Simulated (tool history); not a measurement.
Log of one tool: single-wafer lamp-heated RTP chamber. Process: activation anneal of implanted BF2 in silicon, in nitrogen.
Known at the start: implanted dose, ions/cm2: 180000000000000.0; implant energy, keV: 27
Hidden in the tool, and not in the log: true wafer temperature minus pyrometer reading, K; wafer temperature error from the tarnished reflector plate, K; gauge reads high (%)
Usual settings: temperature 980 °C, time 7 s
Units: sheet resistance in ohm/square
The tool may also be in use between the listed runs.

run    hour  temperature  time  wafers since the last listed run  wafers since the last pyrometer calibration  wafers since the reflector plate was cleaned  hours since the gauge calibration  read-back reference wafer on the same gauge, sheet resistance  sheet resistance
  1     0.0          980     7                                 0                                         1436                                          7406                             1939.7                                                         637.12            594.29
  2    55.0          980     7                               722                                         2158                                          8129                             1994.7                                                         636.66            595.19
  3   123.3          990     7                               897                                         3056                                          9026                             2063.0                                                         637.04            589.53
  4   181.4          990     7                               763                                         3819                                          9789                             2121.1                                                         637.11            591.17
  5   229.9          980     7                               637                                         4456                                         10426                             2169.6                                                         637.05            593.57
  6   329.6          980     7                              1309                                         5766                                         11736                             2269.3                                                         637.29            595.57
      387.2  -- reflector plate cleaned
  7   413.3          980     5                               994                                         6761                                           342                             2353.0                                                         637.16            591.82
  8   497.8          998     6                              1110                                         7871                                          1452                             2437.5                                                         636.60            586.13
      574.9  -- pyrometer window cleaned and pyrometer calibrated
  9   644.8          998     6                              1826                                          918                                          3279                             2584.5                                                         636.97            589.34
 10   749.8          998     6                              1379                                         2297                                          4658                             2689.5                                                         637.27            587.88
 11   823.6          956     7                               969                                         3267                                          5628                             2763.3                                                         637.28            627.94
 12   918.7          956     7                              1249                                         4516                                          6877                             2858.4                                                         636.95            628.37
 13   983.3          966     5                               848                                         5365                                          7726                             2923.0                                                         637.46            609.99
     1025.9  -- gauge calibrated
 14  1038.0          995     7                               718                                         6084                                          8444                               12.1                                                         636.89            588.78
 15  1137.9          967     8                              1312                                         7396                                          9757                              112.0                                                         637.39            606.55
 16  1224.5          980     7                              1137                                         8534                                         10895                              198.6                                                         636.95            594.40
     1261.6  -- pyrometer window cleaned and pyrometer calibrated
 17  1300.9          980     7                               898                                          516                                         11793                              275.0                                                         637.27            592.60
 18  1360.6          972    10                               784                                         1301                                         12578                              334.7                                                         637.18            599.78
     1403.4  -- reflector plate cleaned
 19  1427.4          954     4                               772                                         2073                                           314                              401.5                                                         637.22            637.30
 20  1534.9          980     7                              1412                                         3485                                          1727                              509.0                                                         637.41            592.45
 21  1571.5          980    11                               480                                         3966                                          2208                              545.6                                                         636.63            591.67
 22  1634.7          980     7                               830                                         4797                                          3038                              608.8                                                         636.96            593.81
 23  1734.1          980     7                              1305                                         6103                                          4344                              708.2                                                         637.18            595.51
 24  1810.9          952     5                              1008                                         7111                                          5353                              785.0                                                         637.26            638.10
 25  1856.7          992     7                               601                                         7713                                          5954                              830.8                                                         637.78            592.84
     1928.9  -- pyrometer window cleaned and pyrometer calibrated
 26  1936.0          963    10                               936                                           92                                          6891                              910.1                                                         636.98            612.23
 27  1975.2          955     5                               515                                          607                                          7406                              949.3                                                         637.24            629.41
 28  2042.0          980     7                               877                                         1485                                          8284                             1016.1                                                         636.47            595.21
 29  2136.8         1004     3                              1245                                         2730                                          9529                             1110.9                                                         637.44            585.07
 30  2220.9          969     9                              1104                                         3835                                         10634                             1195.0                                                         637.27            607.12
 31  2294.2          980     7                               963                                         4798                                         11597                             1268.3                                                         637.26            596.37
 32  2368.3          980     3                               973                                         5772                                         12571                             1342.4                                                         637.29            597.40
 33  2413.6          951     9                               595                                         6367                                         13166                             1387.7                                                         637.64            639.10
     2440.5  -- reflector plate cleaned
 34  2476.7          980     8                               723                                         7091                                           475                             1450.8                                                         636.88            591.36
     2504.2  -- pyrometer window cleaned and pyrometer calibrated
 35  2524.5          980     7                               522                                          266                                           998                             1498.6                                                         637.03            590.57

How the hidden state differs across the entries between the runs, from the last listed run before each to the first after it:
Between runs 6 and 7: reflector plate cleaned (hour 387.2)
  no hidden state differs between the two runs
Between runs 8 and 9: pyrometer window cleaned and pyrometer calibrated (hour 574.9)
  no hidden state differs between the two runs
Between runs 13 and 14: gauge calibrated (hour 1025.9)
  no hidden state differs between the two runs
Between runs 16 and 17: pyrometer window cleaned and pyrometer calibrated (hour 1261.6)
  no hidden state differs between the two runs
Between runs 18 and 19: reflector plate cleaned (hour 1403.4)
  no hidden state differs between the two runs
Between runs 25 and 26: pyrometer window cleaned and pyrometer calibrated (hour 1928.9)
  no hidden state differs between the two runs
Between runs 33 and 34: reflector plate cleaned (hour 2440.5)
  no hidden state differs between the two runs
Between runs 34 and 35: pyrometer window cleaned and pyrometer calibrated (hour 2504.2)
  no hidden state differs between the two runs
